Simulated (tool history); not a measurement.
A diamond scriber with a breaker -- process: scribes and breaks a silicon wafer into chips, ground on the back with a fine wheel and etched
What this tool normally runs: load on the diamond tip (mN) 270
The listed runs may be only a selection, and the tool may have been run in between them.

run,day,load on the diamond tip (mN),"incoming depth of the damage left on the back of the incoming wafer, um",depth of the median crack under the scribed line (µm),chips rejected at inspection after the break (%)
1,0.000,235,0.79,11.90,3.23
2,1.421,303,0.50,14.87,2.93
3,2.700,270,0.58,13.21,1.63
4,3.829,270,0.60,13.56,1.48
5,5.038,332,0.78,15.94,5.40
6,6.017,332,0.58,15.36,5.08
7,6.717,332,0.45,15.49,4.82
8,7.304,270,0.47,13.71,1.69
9,7.962,270,0.50,13.74,1.52
10,9.179,270,0.49,13.46,1.61
11,10.583,315,0.40,15.05,3.66
12,11.525,315,0.49,15.15,3.43
13,12.471,234,0.53,12.17,3.31
14,13.292,308,0.37,15.26,3.34
15,13.950,270,0.61,13.08,1.52
16,14.646,270,0.57,13.40,1.73
17,15.967,245,0.38,12.41,2.49
18,17.138,270,0.50,13.36,1.67
# day 18.196: load on the tip recalibrated
19,18.421,229,0.71,11.58,4.10
20,19.125,239,0.32,12.14,3.13
21,19.700,240,0.39,12.16,2.68
22,20.925,315,0.42,15.21,3.86
# day 21.008: diamond tip replaced by a new one
23,25.412,202,0.77,10.47,9.69
24,25.996,335,0.46,15.85,5.37
25,27.050,326,0.78,15.84,4.77
26,28.225,270,0.49,13.52,1.75
27,29.725,233,0.71,11.71,3.91
28,30.638,339,0.46,16.07,5.98
29,31.671,291,0.34,14.34,1.99
30,35.188,270,0.63,13.40,1.61
31,36.275,270,0.68,13.19,1.55
32,37.500,327,0.32,15.37,4.38

Exercise: give the hidden state of the tool at every run:
share of the diamond tip's cutting effectiveness lost through wear, %: 0 on each run
deviation of the load on the tip from its setpoint, %: 0 on each run
